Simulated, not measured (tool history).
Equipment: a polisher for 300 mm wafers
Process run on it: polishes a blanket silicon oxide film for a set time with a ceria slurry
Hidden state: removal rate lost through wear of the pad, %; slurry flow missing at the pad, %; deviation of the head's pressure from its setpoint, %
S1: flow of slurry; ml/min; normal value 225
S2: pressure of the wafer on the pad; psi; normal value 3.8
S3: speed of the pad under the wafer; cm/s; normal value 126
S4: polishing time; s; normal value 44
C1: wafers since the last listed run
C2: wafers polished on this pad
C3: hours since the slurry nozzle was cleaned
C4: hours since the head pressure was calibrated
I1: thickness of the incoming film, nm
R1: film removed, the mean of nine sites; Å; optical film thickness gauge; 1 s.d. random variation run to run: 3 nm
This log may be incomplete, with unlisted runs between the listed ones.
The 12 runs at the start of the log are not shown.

run,hour,S1,S2,S3,S4,C1,C2,C3,C4,I1,R1
13,959.8,170,4.3,126,44,1038,6102,169.8,344.5,1125.4,2571
14,1019.5,225,3.8,126,44,775,6877,229.5,404.2,1122.4,2299
15,1080.2,225,3.8,126,44,788,7666,290.2,464.9,1120.3,2353
# hour 1122.5: worn pad replaced by a new one
16,1174.3,150,3.8,126,36,1169,672,384.3,559.0,1108.4,1813
17,1221.6,165,3.8,154,44,614,1286,431.6,606.3,1132.5,2480
18,1311.3,225,2.6,126,40,1164,2451,521.3,696.0,1118.0,1521
# hour 1386.9: head pressure recalibrated
19,1416.7,225,5.0,126,32,1342,3794,626.7,29.8,1124.4,2170
# hour 1433.0: slurry nozzle cleaned
20,1498.1,150,3.8,126,58,1043,4838,65.1,111.2,1108.3,3020
21,1543.4,225,3.8,126,44,588,5426,110.4,156.5,1119.5,2357
22,1618.1,285,3.8,126,44,969,6396,185.1,231.2,1130.5,2434
23,1663.3,225,3.8,126,44,586,6983,230.3,276.4,1144.5,2343
24,1754.1,225,3.8,142,36,1179,8162,321.1,367.2,1115.6,2018
25,1796.3,225,3.8,126,44,547,8710,363.3,409.4,1143.0,2310
26,1872.5,150,3.8,126,58,989,9699,439.5,485.6,1138.4,2815
# hour 1903.3: worn pad replaced by a new one, of another model than before
27,1962.9,200,5.1,126,56,1121,773,529.9,576.0,1110.6,2719
28,2003.7,225,3.8,126,51,529,1303,570.7,616.8,1156.1,2287
# hour 2046.2: head pressure recalibrated
29,2090.9,290,4.5,126,58,1106,2409,657.9,44.7,1137.6,3016
# hour 2210.9: slurry nozzle cleaned
30,2397.2,255,4.9,126,50,3964,6374,186.3,351.0,1128.4,3030
31,2470.9,225,3.8,86,44,956,7331,260.0,424.7,1153.0,1964
32,2547.7,225,3.8,126,51,997,8328,336.8,501.5,1144.2,2499
# hour 2592.6: worn pad replaced by a new one
33,2603.1,225,4.6,162,44,667,136,392.2,556.9,1153.0,2571
# hour 2855.4: head pressure recalibrated
34,2875.3,225,3.8,126,44,3508,3645,664.4,19.9,1131.0,2030
# hour 2896.2: slurry nozzle cleaned
35,2933.3,280,3.8,160,56,740,4385,37.1,77.9,1113.0,3406

What if the next run were any one of these 5? Each begins from the tool's condition after run 35:
A,2933.7,225,3.8,126,44,5,4390,37.5,78.3,1133.9,?
B,2933.7,255,3.2,102,35,5,4390,37.5,78.3,1133.9,?
C,2933.7,175,2.7,150,35,5,4390,37.5,78.3,1133.9,?
D,2933.7,225,3.8,126,57,5,4390,37.5,78.3,1133.9,?
E,2933.7,155,5.1,104,48,5,4390,37.5,78.3,1133.9,?

run,R1
A,2420
B,1692
C,1646
D,3135
E,2589
The same runs, with their run-to-run variation unchanged, on a tool lacking any hidden condition would have given:
run,R1
A,2463
B,1718
C,1689
D,3190
E,2672
